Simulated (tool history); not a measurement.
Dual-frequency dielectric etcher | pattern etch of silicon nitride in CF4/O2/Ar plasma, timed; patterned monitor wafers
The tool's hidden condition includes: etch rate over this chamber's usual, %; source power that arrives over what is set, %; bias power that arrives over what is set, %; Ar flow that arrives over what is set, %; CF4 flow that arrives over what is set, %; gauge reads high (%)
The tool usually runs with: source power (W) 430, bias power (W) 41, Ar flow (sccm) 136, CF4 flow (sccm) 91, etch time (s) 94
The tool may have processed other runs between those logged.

run,hour,source power (W),bias power (W),Ar flow (sccm),CF4 flow (sccm),etch time (s),wafers since the last listed run,hours since the last wet clean,hours since the last source power generator calibration,hours since the last bias power generator calibration,hours since the last Ar flow controller change,hours since the last CF4 flow controller change,hours since the last upper electrode change,hours since the gauge calibration,"read-back reference wafer on the same gauge, depth_nm",mean etch depth across the wafer (nm)
1,0,430,41,136,91,94,0,166.8,232.9,623.8,4040.1,789.7,573.4,305.1,163.9,138.5
# hour 63.3: Ar flow controller replaced
2,71.4,430,41,136,91,118.5,806,238.2,304.3,695.2,8.1,861.1,644.8,376.5,164,175.2
3,124.4,340,41,163,91,94,653,291.2,357.3,748.2,61.1,914.1,697.8,429.5,163.9,112.3
4,149.3,430,41,136,91,79,307,316.1,382.2,773.1,86,939,722.7,454.4,164,116.8
5,217.4,430,41,136,91,94,840,384.2,450.3,841.2,154.1,1007.1,790.8,522.5,164.1,139.4
6,277,430,35,136,91,105.5,735,443.8,509.9,900.8,213.7,1066.7,850.4,582.1,164.1,148.2
7,307.1,430,33,136,78,66,371,473.9,540,930.9,243.8,1096.8,880.5,612.2,164,87.8
8,358,430,41,136,104,94,627,524.8,590.9,981.8,294.7,1147.7,931.4,663.1,163.9,143.8
# hour 391.6: wet clean of the chamber
9,418.1,340,47,157,91,106.5,445,26.5,651,1041.9,354.8,1207.8,991.5,723.2,164,133.7
10,462.3,460,41,160,100,105.5,545,70.7,695.2,1086.1,399,1252,1035.7,767.4,164.1,163.2
11,515.8,520,41,136,97,94,659,124.2,748.7,1139.6,452.5,1305.5,1089.2,820.9,164.1,163.8
12,566.2,430,41,158,91,94,621,174.6,799.1,1190,502.9,1355.9,1139.6,871.3,164.1,135.6
13,618,430,41,102,91,82.5,639,226.4,850.9,1241.8,554.7,1407.7,1191.4,923.1,164,127
14,689.3,530,41,136,91,104,879,297.7,922.2,1313.1,626,1479,1262.7,994.4,164,182.4

Run 15 has not been measured yet. What should we expect?
15,715.7,430,41,136,91,94,325,324.1,948.6,1339.5,652.4,1505.4,1289.1,1020.8,?,?

read-back reference wafer on the same gauge, depth_nm: 164.2
mean etch depth across the wafer (nm): 139.2
With no hidden state in the tool, this same run would have given mean etch depth across the wafer (nm) 138.1.

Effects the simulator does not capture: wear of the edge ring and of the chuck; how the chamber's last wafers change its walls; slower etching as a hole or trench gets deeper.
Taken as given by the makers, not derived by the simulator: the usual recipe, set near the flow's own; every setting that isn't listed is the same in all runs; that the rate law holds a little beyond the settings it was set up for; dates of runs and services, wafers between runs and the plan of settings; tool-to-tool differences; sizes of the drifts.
